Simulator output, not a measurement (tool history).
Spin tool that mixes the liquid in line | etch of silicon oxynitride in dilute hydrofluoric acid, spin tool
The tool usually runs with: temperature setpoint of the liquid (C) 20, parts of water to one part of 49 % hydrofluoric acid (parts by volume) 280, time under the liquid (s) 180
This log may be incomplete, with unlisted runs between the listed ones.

| run | hour | temperature setpoint of the liquid (C) | parts of water to one part of 49 % hydrofluoric acid (parts by volume) | time under the liquid (s) | read-back film thickness of the silicon oxynitride reference wafer, read on the same gauge (nm) | thickness taken off the silicon oxynitride on a monitor wafer (angstrom) |
|---|---|---|---|---|---|---|
| 1 | 0 | 20 | 280 | 235 | 100.001 | 9.44 |
| 2 | 46.4 | 20 | 280 | 180 | 100.017 | 7.13 |
| 3 | 118.2 | 20 | 280 | 180 | 99.997 | 7 |
| 4 | 154.7 | 20 | 280 | 180 | 100.02 | 6.91 |
| 5 | 200.9 | 20 | 280 | 240 | 100.03 | 8.86 |
| 6 | 267.4 | 20 | 280 | 110 | 100.005 | 4.74 |
| 7 | 330.5 | 20 | 280 | 110 | 100.023 | 4.7 |
| 8 | 398.6 | 20 | 280 | 95 | 99.995 | 3.98 |
| 9 | 583.8 | 20 | 280 | 180 | 100.018 | 7.02 |
| 10 | 622.1 | 23.5 | 400 | 280 | 100.018 | 8.85 |
| 11 | 716.2 | 23 | 280 | 180 | 100.007 | 8.04 |
| 12 | 765 | 18.5 | 280 | 180 | 100.005 | 6.91 |
| 13 | 815.9 | 25 | 280 | 180 | 100.041 | 8.63 |
| 14 | 887.5 | 22 | 280 | 180 | 100.014 | 7.56 |
| 15 | 965.9 | 17 | 280 | 210 | 100.039 | 6.96 |
| 16 | 1048.3 | 20 | 280 | 180 | 99.991 | 6.4 |
| 17 | 1094.4 | 22 | 325 | 230 | 99.992 | 8.28 |
| 18 | 1202.2 | 21.5 | 280 | 180 | 99.987 | 8.12 |
| 19 | 1298.2 | 20 | 385 | 180 | 99.992 | 5.15 |
| 20 | 1338.4 | 17 | 380 | 180 | 99.984 | 4.59 |
| 21 | 1529.9 | 20 | 370 | 125 | 99.989 | 3.52 |
| 22 | 1581 | 17 | 280 | 180 | 99.993 | 6.02 |
| 23 | 1676.3 | 20 | 145 | 180 | 99.988 | 14.13 |
| 24 | 1778.6 | 20 | 280 | 180 | 99.988 | 6.83 |
| 25 | 1827.6 | 20 | 280 | 180 | 99.997 | 6.98 |
| 26 | 1924.4 | 20 | 280 | 180 | 99.983 | 6.64 |
| 27 | 2016.8 | 20 | 280 | 180 | 99.991 | 6.44 |
| 28 | 2089.3 | 20 | 280 | 100 | 99.981 | 4.03 |
| 29 | 2178.7 | 20 | 175 | 180 | 100.015 | 13.45 |
| 30 | 2218.3 | 23.5 | 235 | 285 | 100.005 | 16.9 |
| 31 | 2267 | 20 | 280 | 235 | 100.049 | 9.65 |
| 32 | 2344.4 | 17 | 210 | 180 | 99.986 | 9.03 |

Between the runs listed above, the log contained 7 entries, not reproduced here. Where in the sequence does each belong, and how does what the log doesn't record of the tool's condition differ from the listed run before to the listed run after?
Logged between run 5 and run 6: thermometer replaced (hour 214.8); gauge calibrated (hour 239.1)
  liquid colder than its thermometer reads (K): 2.6 -> 0.147
  what was measured, less what the result would be without the hidden state, thickness taken off the silicon oxynitride on a monitor wafer (angstrom): -1.12 -> -0.03
Logged between run 8 and run 9: hydrofluoric acid flow meter replaced (hour 569.5)
  liquid colder than its thermometer reads (K): 0.514 -> 1.03
  what was measured, less what the result would be without the hidden state, thickness taken off the silicon oxynitride on a monitor wafer (angstrom): -0.1 -> -0.34
Logged between run 17 and run 18: thermometer replaced (hour 1138.6)
  liquid colder than its thermometer reads (K): 2.46 -> 0.253
  what was measured, less what the result would be without the hidden state, thickness taken off the silicon oxynitride on a monitor wafer (angstrom): -0.93 -> -0.09
Logged between run 19 and run 20: hydrofluoric acid flow meter replaced (hour 1307.2)
  liquid colder than its thermometer reads (K): 0.521 -> 0.633
  what was measured, less what the result would be without the hidden state, thickness taken off the silicon oxynitride on a monitor wafer (angstrom): -0.11 -> -0.13
Logged between run 27 and run 28: hydrofluoric acid flow meter replaced (hour 2038); thermometer replaced (hour 2048.3)
  liquid colder than its thermometer reads (K): 2.53 -> 0.119
  what was measured, less what the result would be without the hidden state, thickness taken off the silicon oxynitride on a monitor wafer (angstrom): -0.78 -> -0.02
